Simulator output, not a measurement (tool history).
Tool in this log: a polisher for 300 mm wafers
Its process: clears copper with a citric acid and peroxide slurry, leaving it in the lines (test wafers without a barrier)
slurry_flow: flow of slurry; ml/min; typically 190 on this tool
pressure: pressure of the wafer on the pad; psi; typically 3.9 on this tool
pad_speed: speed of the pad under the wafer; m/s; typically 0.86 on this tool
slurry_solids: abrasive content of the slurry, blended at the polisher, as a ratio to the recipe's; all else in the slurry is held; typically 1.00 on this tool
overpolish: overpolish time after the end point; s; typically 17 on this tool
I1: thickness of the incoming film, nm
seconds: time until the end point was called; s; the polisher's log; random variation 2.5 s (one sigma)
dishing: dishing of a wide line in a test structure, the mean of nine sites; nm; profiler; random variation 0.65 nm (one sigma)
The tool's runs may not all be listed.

Run 1, hour 0.0: usual settings but slurry_flow 150 ml/min; I1 315.1. Result: seconds 143.2 s, dishing 26.9 nm.
Run 2, hour 46.6: usual settings but slurry_flow 145 ml/min, pressure 3.6 psi; I1 315.4. Result: seconds 158.0 s, dishing 25.4 nm.
At hour 100.3: slurry nozzle cleaned.
Run 3, hour 113.2: usual settings but slurry_flow 145 ml/min, pressure 3.6 psi; I1 316.7. Result: seconds 156.5 s, dishing 24.9 nm.
Run 4, hour 175.1: usual settings but slurry_flow 210 ml/min; I1 314.7. Result: seconds 145.8 s, dishing 26.5 nm.
At hour 182.0: slurry blender recalibrated.
Run 5, hour 245.2: usual settings; I1 311.3. Result: seconds 163.5 s, dishing 23.8 nm.
At hour 257.6: worn pad replaced by a new one.
Run 6, hour 313.3: usual settings but overpolish 11 s; I1 317.6. Result: seconds 160.2 s, dishing 16.5 nm.
Run 7, hour 344.4: usual settings; I1 315.1. Result: seconds 159.7 s, dishing 24.9 nm.
Run 8, hour 407.0: usual settings; I1 314.3. Result: seconds 168.1 s, dishing 23.1 nm.
At hour 418.3: slurry blender recalibrated, repeated, since the last time left the tool worse.
Run 9, hour 439.9: usual settings; I1 317.9. Result: seconds 137.3 s, dishing 30.0 nm.
At hour 473.3: slurry nozzle cleaned.
Run 10, hour 485.3: usual settings; I1 316.4. Result: seconds 139.7 s, dishing 29.1 nm.
Run 11, hour 548.0: usual settings but slurry_flow 235 ml/min; I1 320.2. Result: seconds 135.5 s, dishing 28.2 nm.
At hour 564.3: worn pad replaced by a new one.
Run 12, hour 597.7: usual settings but slurry_flow 235 ml/min; I1 314.5. Result: seconds 129.2 s, dishing 28.3 nm.
Run 13, hour 646.0: usual settings but slurry_flow 135 ml/min, pad_speed 1.00 m/s, slurry_solids 1.10, overpolish 24 s; I1 315.2. Result: seconds 123.0 s, dishing 42.0 nm.
At hour 697.3: slurry blender recalibrated.
Run 14, hour 717.4: usual settings but pressure 4.5 psi, slurry_solids 1.15; I1 316.2. Result: seconds 112.1 s, dishing 33.1 nm.
At hour 803.9: slurry nozzle cleaned.
Run 15, hour 849.7: usual settings but pad_speed 0.76 m/s, slurry_solids 1.20; I1 312.7. Result: seconds 142.5 s, dishing 27.2 nm.
At hour 900.3: head pressure recalibrated.
Run 16, hour 915.1: usual settings; I1 314.7. Result: seconds 140.3 s, dishing 27.5 nm.
At hour 926.9: worn pad replaced by a new one.
Run 17, hour 948.7: usual settings; I1 317.5. Result: seconds 140.5 s, dishing 26.5 nm.
At hour 1057.6: slurry blender recalibrated.
Run 18, hour 1107.5: usual settings; I1 316.1. Result: seconds 142.6 s, dishing 28.6 nm.
At hour 1138.3: slurry nozzle cleaned.
Run 19, hour 1144.3: usual settings; I1 314.7. Result: seconds 138.9 s, dishing 28.0 nm.
Run 20, hour 1188.4: usual settings but pressure 4.7 psi; I1 312.1. Result: seconds 117.4 s, dishing 32.7 nm.
Run 21, hour 1237.7: usual settings; I1 314.0. Result: seconds 135.4 s, dishing 27.2 nm.
At hour 1269.8: worn pad replaced by a new one.
Run 22, hour 1279.3: usual settings but pressure 3.0 psi; I1 316.6. Result: seconds 185.1 s, dishing 22.0 nm.
Run 23, hour 1323.0: usual settings; I1 317.9. Result: seconds 142.3 s, dishing 28.0 nm.
At hour 1383.2: slurry blender recalibrated.
Run 24, hour 1394.1: usual settings but overpolish 20 s; I1 317.4. Result: seconds 138.3 s, dishing 32.6 nm.
Run 25, hour 1423.2: usual settings but pressure 3.1 psi, pad_speed 0.78 m/s, overpolish 24 s; I1 315.3. Result: seconds 184.9 s, dishing 29.7 nm.
Run 26, hour 1493.0: usual settings but pressure 3.1 psi, slurry_solids 0.85; I1 316.5. Result: seconds 183.2 s, dishing 20.9 nm.
Run 27, hour 1538.2: usual settings but slurry_flow 150 ml/min, pressure 3.4 psi, pad_speed 0.74 m/s; I1 313.5. Result: seconds 182.8 s, dishing 22.0 nm.

What if the next run were any one of these 5? Each begins from the tool's condition after run 27:
Run A, hour 1538.7: usual settings; I1 316.7. Result: seconds ?, dishing ?.
Run B, hour 1538.7: usual settings but pressure 2.9 psi, pad_speed 0.70 m/s, overpolish 8 s; I1 316.7. Result: seconds ?, dishing ?.
Run C, hour 1538.7: usual settings but pad_speed 0.62 m/s; I1 316.7. Result: seconds ?, dishing ?.
Run D, hour 1538.7: usual settings but pressure 3.4 psi, slurry_solids 1.25; I1 316.7. Result: seconds ?, dishing ?.
Run E, hour 1538.7: usual settings but slurry_flow 155 ml/min, pad_speed 1.04 m/s; I1 316.7. Result: seconds ?, dishing ?.

run  seconds  dishing
  A    138.2     27.9
  B    217.5      8.8
  C    179.3     21.9
  D    147.7     26.2
  E    120.1     31.7
The same runs, with their run-to-run variation unchanged, on a tool lacking any hidden condition would have given:
run  seconds  dishing
  A    136.1     28.3
  B    214.1      9.0
  C    176.5     22.3
  D    145.3     26.5
  E    118.2     32.2

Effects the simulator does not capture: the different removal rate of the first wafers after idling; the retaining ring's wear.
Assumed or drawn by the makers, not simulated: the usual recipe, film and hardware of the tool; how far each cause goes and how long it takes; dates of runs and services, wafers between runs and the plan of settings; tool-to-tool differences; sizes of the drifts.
